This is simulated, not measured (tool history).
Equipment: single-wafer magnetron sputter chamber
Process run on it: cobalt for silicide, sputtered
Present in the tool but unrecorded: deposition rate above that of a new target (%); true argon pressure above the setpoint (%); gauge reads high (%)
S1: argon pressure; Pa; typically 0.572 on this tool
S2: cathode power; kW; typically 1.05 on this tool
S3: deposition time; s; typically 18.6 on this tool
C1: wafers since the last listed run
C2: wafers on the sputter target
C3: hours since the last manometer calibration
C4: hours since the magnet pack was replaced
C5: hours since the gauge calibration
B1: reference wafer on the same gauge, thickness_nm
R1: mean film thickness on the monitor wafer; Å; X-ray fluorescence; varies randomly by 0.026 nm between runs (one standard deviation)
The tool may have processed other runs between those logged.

run,hour,S1,S2,S3,C1,C2,C3,C4,C5,B1,R1
1,0,0.572,1.05,18.6,0,2019,2417,9912.6,252,9.167,91.13
2,22.1,0.572,0.9,18.6,365,2385,2439.1,9934.7,274.1,9.174,77.85
3,44.6,0.572,0.9,18.6,372,2757,2461.6,9957.2,296.6,9.168,77.87
4,62.3,0.572,0.9,18.6,292,3050,2479.3,9974.9,314.3,9.163,77.98
5,95.1,0.572,1.05,18.6,542,3592,2512.1,10007.7,347.1,9.177,90.72
6,108.9,0.572,1.05,18.6,228,3821,2525.9,10021.5,360.9,9.164,90.58
# hour 131.9: magnet pack replaced
7,132.4,0.572,1.05,18.6,256,4077,2549.4,0.5,384.4,9.168,90.41
# hour 149.7: capacitance manometer re-zeroed and calibrated
# hour 156.8: gauge calibrated
8,163,0.664,0.85,16.8,373,4451,13.3,31.1,6.2,9.166,64.6
9,188.5,0.78,0.8,15.1,421,4872,38.8,56.6,31.7,9.169,53.08
# hour 245.3: sputter target and shields replaced
10,293.1,0.572,0.8,18.6,1597,791,143.4,161.2,136.3,9.166,69.88
11,306.8,0.572,1.05,18.6,226,1017,157.1,174.9,150,9.165,91.53
12,339,0.375,1.15,16.4,532,1550,189.3,207.1,182.2,9.178,92.29
13,369.4,0.738,1.3,21,502,2053,219.7,237.5,212.6,9.17,122.56
14,383.6,0.572,1.05,18.6,234,2288,233.9,251.7,226.8,9.177,91.47

Below are 3 alternative next runs, each starting from the tool's condition after run 14. Predict each:
A,384,0.572,1.05,19.8,6,2294,234.3,252.1,227.2,?,?
B,384,0.402,0.85,18.6,6,2294,234.3,252.1,227.2,?,?
C,384,0.751,1.05,21,6,2294,234.3,252.1,227.2,?,?

run,B1,R1
A,9.168,97.49
B,9.168,77.11
C,9.168,99.27
The same runs, with their run-to-run variation unchanged, on a tool lacking any hidden condition would have given:
run,R1
A,97.93
B,77.46
C,99.72
